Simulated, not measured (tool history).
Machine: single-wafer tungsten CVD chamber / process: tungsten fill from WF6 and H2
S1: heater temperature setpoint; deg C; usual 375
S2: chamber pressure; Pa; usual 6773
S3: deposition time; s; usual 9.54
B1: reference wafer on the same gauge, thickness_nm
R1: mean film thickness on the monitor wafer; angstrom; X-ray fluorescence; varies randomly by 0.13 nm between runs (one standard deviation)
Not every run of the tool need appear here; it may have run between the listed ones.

| run | hour | S1 | S2 | S3 | B1 | R1 |
|---|---|---|---|---|---|---|
| 1 | 0 | 375 | 6773 | 10.12 | 26.306 | 236 |
| 2 | 60.9 | 375 | 6773 | 10.12 | 26.329 | 235.91 |
| 3 | 130.3 | 375 | 6773 | 10.12 | 26.277 | 233.76 |
| 4 | 190.6 | 375 | 6773 | 9.54 | 26.4 | 223.96 |
| 5 | 239.5 | 375 | 6773 | 9.54 | 26.285 | 223.61 |
| 6 | 270.8 | 375 | 6773 | 9.99 | 26.235 | 231.01 |
| 7 | 335.8 | 375 | 6773 | 9.99 | 26.236 | 232.53 |
| 8 | 376.9 | 375 | 6773 | 9.99 | 26.303 | 233.42 |
| 9 | 442.2 | 375 | 6773 | 9.54 | 26.331 | 221.35 |
| 10 | 485.6 | 375 | 6773 | 9.54 | 26.246 | 223.1 |
| 11 | 530 | 375 | 6773 | 8.09 | 26.347 | 188.98 |
| 12 | 570.3 | 375 | 6773 | 8.09 | 26.341 | 182.67 |
| 13 | 718.3 | 375 | 6773 | 9.54 | 26.358 | 214.53 |
| 14 | 783.4 | 375 | 6773 | 9.54 | 26.278 | 214.84 |
| 15 | 854.9 | 375 | 6773 | 9.54 | 26.303 | 215.56 |
| 16 | 917.8 | 368 | 6773 | 7.67 | 26.297 | 144.05 |
| 17 | 958.3 | 375 | 6773 | 9.54 | 26.216 | 217.4 |
| 18 | 1029.6 | 375 | 6773 | 7.77 | 26.355 | 184.83 |
| 19 | 1086.3 | 363 | 7266 | 10.35 | 26.38 | 193.44 |
| 20 | 1133.9 | 375 | 6773 | 10.12 | 26.337 | 242.45 |
| 21 | 1203.4 | 385 | 6266 | 10.92 | 26.333 | 309.62 |
| 22 | 1268.8 | 370 | 5573 | 8.92 | 26.289 | 168 |
| 23 | 1298.1 | 375 | 7413 | 9.54 | 26.307 | 237.73 |
| 24 | 1342.3 | 375 | 7439 | 8.64 | 26.308 | 213.14 |
| 25 | 1410.6 | 386 | 5640 | 8.23 | 26.229 | 223.85 |
| 26 | 1446.5 | 375 | 6773 | 9.54 | 26.269 | 224.36 |
| 27 | 1499.5 | 375 | 6773 | 9.54 | 26.326 | 224.38 |
| 28 | 1565.8 | 365 | 6773 | 10.15 | 26.324 | 184.41 |

The log once held 4 entries between its listed runs, left out of this copy. Where does each go, and what is different about the tool's unlogged condition between the listed run before it and the listed run after it?
Runs 11 to 12: capacitance manometer re-zeroed and calibrated (hour 552.3)
  wafer temperature above the value expected at the setpoint (K): -2.64 -> -2.66; true pressure above the setpoint (%): 7.57 -> 0.523
  the result without the hidden state subtracted from the measured one, R1: -4.42 -> -11.34 angstrom
Runs 14 to 15: gauge calibrated (hour 796.6)
  wafer temperature above the value expected at the setpoint (K): -2.74 -> -2.76; true pressure above the setpoint (%): 1.37 -> 1.65
  the result without the hidden state subtracted from the measured one, R1: -12.71 -> -12.51 angstrom
Runs 17 to 18: thermocouple changed; heater temperature recalibrated (hour 995.9)
  wafer temperature above the value expected at the setpoint (K): -2.78 -> -0.361; true pressure above the setpoint (%): 2.07 -> 2.35
  the result without the hidden state subtracted from the measured one, R1: -12.24 -> +0.78 angstrom
Runs 18 to 19: showerhead replaced (hour 1047.9)
  wafer temperature above the value expected at the setpoint (K): -0.361 -> -0.596; true pressure above the setpoint (%): 2.35 -> 2.57
  the result without the hidden state subtracted from the measured one, R1: +0.78 -> -0.2 angstrom
